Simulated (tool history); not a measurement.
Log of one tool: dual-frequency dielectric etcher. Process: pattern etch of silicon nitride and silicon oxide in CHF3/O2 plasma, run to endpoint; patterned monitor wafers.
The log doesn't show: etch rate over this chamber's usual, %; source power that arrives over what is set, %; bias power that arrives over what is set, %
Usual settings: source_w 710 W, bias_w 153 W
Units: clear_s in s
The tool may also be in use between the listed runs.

run	hour	source_w	bias_w	wafers since the last listed run	hours since the last wet clean	hours since the last source power generator calibration	hours since the last bias power generator calibration	hours since the last upper electrode change	incoming incoming film thickness, nm	clear_s
1	0	710	145	0	244.9	1525.5	2219.5	5017.8	317.2	220.9
2	33.7	710	145	290	278.6	1559.2	2253.2	5051.5	317.8	221.5
3	60.1	710	145	227	305	1585.6	2279.6	5077.9	318.7	221.8
4	80.6	710	153	176	325.5	1606.1	2300.1	5098.4	314.8	213.8
5	116.6	710	153	310	361.5	1642.1	2336.1	5134.4	314.3	213.5
6	158.5	710	153	360	403.4	1684	2378	5176.3	318.2	215.8
# hour 195.5: wet clean of the chamber
7	196	710	153	116	0.5	1721.5	2415.5	5213.8	319.4	219.4
8	209.1	710	153	112	13.6	1734.6	2428.6	5226.9	313.4	215.2
9	230.3	710	153	182	34.8	1755.8	2449.8	5248.1	315.6	216.7
# hour 240.7: source power generator calibrated
10	260.1	760	153	222	64.6	19.4	2479.6	5277.9	314	210.1
11	272.2	760	153	104	76.7	31.5	2491.7	5290	317	212.4
12	288.6	760	153	141	93.1	47.9	2508.1	5306.4	315.1	210.9
13	307	710	190	158	111.5	66.3	2526.5	5324.8	313	196
14	329.6	600	138	194	134.1	88.9	2549.1	5347.4	315.6	239
# hour 367.4: bias power generator calibrated
15	407.4	710	153	635	211.9	166.7	40	5425.2	313.7	213.7
16	432.5	710	153	216	237	191.8	65.1	5450.3	317.3	215.5
17	466.5	710	145	292	271	225.8	99.1	5484.3	315.9	219.4
# hour 506.3: upper electrode replaced
18	506.8	710	145	140	311.3	266.1	139.4	0.5	316.4	220.8
19	507.2	790	153	3	311.7	266.5	139.8	0.9	317.8	208.6
20	520.2	810	153	111	324.7	279.5	152.8	13.9	312.5	203.3
21	538.1	710	164	154	342.6	297.4	170.7	31.8	315.6	208.7
22	563.5	770	173	218	368	322.8	196.1	57.2	315.1	196.9
23	592.4	710	185	248	396.9	351.7	225	86.1	319.9	201.6
24	620.1	780	139	238	424.6	379.4	252.7	113.8	318.4	217.9
# hour 647.3: wet clean of the chamber
25	647.8	890	123	31	0.5	407.1	280.4	141.5	315.8	219.6

Hidden state at the last listed run before each entry between runs and at the first one after, where it differs:
Between runs 6 and 7: wet clean of the chamber (hour 195.5)
  etch rate over this chamber's usual, %: 1.47 -> -0.0584
  measured less the result without the state, clear_s: -3.2 -> +0.1 s
Between runs 9 and 10: source power generator calibrated (hour 240.7)
  etch rate over this chamber's usual, %: 0.0762 -> 0.193
  measured less the result without the state, clear_s: -0.2 -> -0.4 s
Between runs 14 and 15: bias power generator calibrated (hour 367.4)
  etch rate over this chamber's usual, %: 0.466 -> 0.771
  measured less the result without the state, clear_s: -1.2 -> -1.7 s
Between runs 17 and 18: upper electrode replaced (hour 506.3)
  etch rate over this chamber's usual, %: 1 -> 1.16
  measured less the result without the state, clear_s: -2.2 -> -2.6 s
Between runs 24 and 25: wet clean of the chamber (hour 647.3)
  etch rate over this chamber's usual, %: 1.61 -> 0.106
  measured less the result without the state, clear_s: -3.5 -> -0.3 s

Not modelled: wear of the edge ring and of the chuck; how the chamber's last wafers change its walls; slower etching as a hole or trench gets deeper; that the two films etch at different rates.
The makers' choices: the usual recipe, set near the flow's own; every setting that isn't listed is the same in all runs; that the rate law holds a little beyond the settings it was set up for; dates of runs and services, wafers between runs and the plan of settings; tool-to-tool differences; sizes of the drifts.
